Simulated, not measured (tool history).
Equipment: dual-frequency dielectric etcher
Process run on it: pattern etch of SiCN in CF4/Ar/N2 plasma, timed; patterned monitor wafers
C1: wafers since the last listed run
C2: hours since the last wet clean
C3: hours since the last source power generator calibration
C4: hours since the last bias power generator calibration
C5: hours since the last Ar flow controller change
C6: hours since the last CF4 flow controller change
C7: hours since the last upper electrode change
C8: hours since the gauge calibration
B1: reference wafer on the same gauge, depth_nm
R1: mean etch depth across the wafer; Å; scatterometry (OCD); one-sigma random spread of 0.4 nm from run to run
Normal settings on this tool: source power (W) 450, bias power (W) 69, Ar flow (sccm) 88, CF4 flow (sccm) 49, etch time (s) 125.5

Run 1, hour 0: usual settings; C1 0; C2 102.8; C3 290.1; C4 31.7; C5 4231.8; C6 2990.3; C7 5321.4; C8 1680; B1 100.9. Result: R1 1008 Å.
Run 2, hour 77.4: usual settings but bias power (W) 63; C1 756; C2 180.2; C3 367.5; C4 109.1; C5 4309.2; C6 3067.7; C7 5398.8; C8 1757.4; B1 101. Result: R1 963 Å.
Run 3, hour 134.4: usual settings; C1 557; C2 237.2; C3 424.5; C4 166.1; C5 4366.2; C6 3124.7; C7 5455.8; C8 1814.4; B1 101. Result: R1 1006 Å.
Run 4, hour 172.1: usual settings but bias power (W) 85, Ar flow (sccm) 81, etch time (s) 106.5; C1 368; C2 274.9; C3 462.2; C4 203.8; C5 4403.9; C6 3162.4; C7 5493.5; C8 1852.1; B1 101.1. Result: R1 963 Å.
At hour 207: Ar flow controller replaced.
At hour 228.3: upper electrode replaced.
Run 5, hour 228.8: usual settings but bias power (W) 86, Ar flow (sccm) 78, CF4 flow (sccm) 56, etch time (s) 159.5; C1 287; C2 331.6; C3 518.9; C4 260.5; C5 21.8; C6 3219.1; C7 0.5; C8 1908.8; B1 101.1. Result: R1 1480 Å.
At hour 297: CF4 flow controller replaced.
Run 6, hour 403: usual settings but bias power (W) 64; C1 1644; C2 505.8; C3 693.1; C4 434.7; C5 196; C6 106; C7 174.7; C8 2083; B1 101.1. Result: R1 971 Å.
At hour 437.4: wet clean of the chamber.
At hour 483.6: gauge calibrated.
Run 7, hour 509.8: usual settings but source power (W) 410, Ar flow (sccm) 79; C1 809; C2 72.4; C3 799.9; C4 541.5; C5 302.8; C6 212.8; C7 281.5; C8 26.2; B1 101. Result: R1 933 Å.
Run 8, hour 564.7: usual settings but bias power (W) 61, Ar flow (sccm) 109, CF4 flow (sccm) 39, etch time (s) 136.5; C1 536; C2 127.3; C3 854.8; C4 596.4; C5 357.7; C6 267.7; C7 336.4; C8 81.1; B1 100.9. Result: R1 946 Å.
Run 9, hour 661.9: usual settings but Ar flow (sccm) 105, CF4 flow (sccm) 54; C1 950; C2 224.5; C3 952; C4 693.6; C5 454.9; C6 364.9; C7 433.6; C8 178.3; B1 101.1. Result: R1 986 Å.
Run 10, hour 742.1: usual settings but etch time (s) 141.5; C1 784; C2 304.7; C3 1032.2; C4 773.8; C5 535.1; C6 445.1; C7 513.8; C8 258.5; B1 101.1. Result: R1 1136 Å.
Run 11, hour 835: usual settings but bias power (W) 64; C1 908; C2 397.6; C3 1125.1; C4 866.7; C5 628; C6 538; C7 606.7; C8 351.4; B1 101. Result: R1 969 Å.
Run 12, hour 949.4: usual settings; C1 1118; C2 512; C3 1239.5; C4 981.1; C5 742.4; C6 652.4; C7 721.1; C8 465.8; B1 100.9. Result: R1 1008 Å.
At hour 1056.4: wet clean of the chamber.
Run 13, hour 1056.9: usual settings but bias power (W) 81; C1 816; C2 0.5; C3 1347; C4 1088.6; C5 849.9; C6 759.9; C7 828.6; C8 573.3; B1 101.1. Result: R1 1095 Å.
Run 14, hour 1122: usual settings but CF4 flow (sccm) 38; C1 636; C2 65.6; C3 1412.1; C4 1153.7; C5 915; C6 825; C7 893.7; C8 638.4; B1 101. Result: R1 973 Å.
Run 15, hour 1357.9: usual settings but bias power (W) 64, etch time (s) 149.5; C1 2306; C2 301.5; C3 1648; C4 1389.6; C5 1150.9; C6 1060.9; C7 1129.6; C8 874.3; B1 101. Result: R1 1155 Å.
Run 16, hour 1414.1: usual settings but bias power (W) 56, CF4 flow (sccm) 55, etch time (s) 101.5; C1 549; C2 357.7; C3 1704.2; C4 1445.8; C5 1207.1; C6 1117.1; C7 1185.8; C8 930.5; B1 101. Result: R1 741 Å.
Run 17, hour 1455.1: usual settings but source power (W) 400, CF4 flow (sccm) 40, etch time (s) 157; C1 400; C2 398.7; C3 1745.2; C4 1486.8; C5 1248.1; C6 1158.1; C7 1226.8; C8 971.5; B1 101. Result: R1 1077 Å.
Run 18, hour 1670.6: usual settings but source power (W) 400, CF4 flow (sccm) 40, etch time (s) 157; C1 2107; C2 614.2; C3 1960.7; C4 1702.3; C5 1463.6; C6 1373.6; C7 1442.3; C8 1187; B1 101.1. Result: R1 1080 Å.
At hour 1777: wet clean of the chamber.
Run 19, hour 1777.5: usual settings but source power (W) 340, bias power (W) 85; C1 810; C2 0.5; C3 2067.6; C4 1809.2; C5 1570.5; C6 1480.5; C7 1549.2; C8 1293.9; B1 101. Result: R1 829 Å.
Run 20, hour 1829.3: usual settings; C1 506; C2 52.3; C3 2119.4; C4 1861; C5 1622.3; C6 1532.3; C7 1601; C8 1345.7; B1 101. Result: R1 1002 Å.

Describe how what the log doesn't record of the tool's condition differs between the last listed run preceding each entry between runs and the first listed run following it.
After run 4, before run 5: Ar flow controller replaced (hour 207); upper electrode replaced (hour 228.3)
  the hidden state is the same at both runs
After run 5, before run 6: CF4 flow controller replaced (hour 297)
  the hidden state is the same at both runs
After run 6, before run 7: wet clean of the chamber (hour 437.4); gauge calibrated (hour 483.6)
  the hidden state is the same at both runs
After run 12, before run 13: wet clean of the chamber (hour 1056.4)
  the hidden state is the same at both runs
After run 18, before run 19: wet clean of the chamber (hour 1777)
  the hidden state is the same at both runs
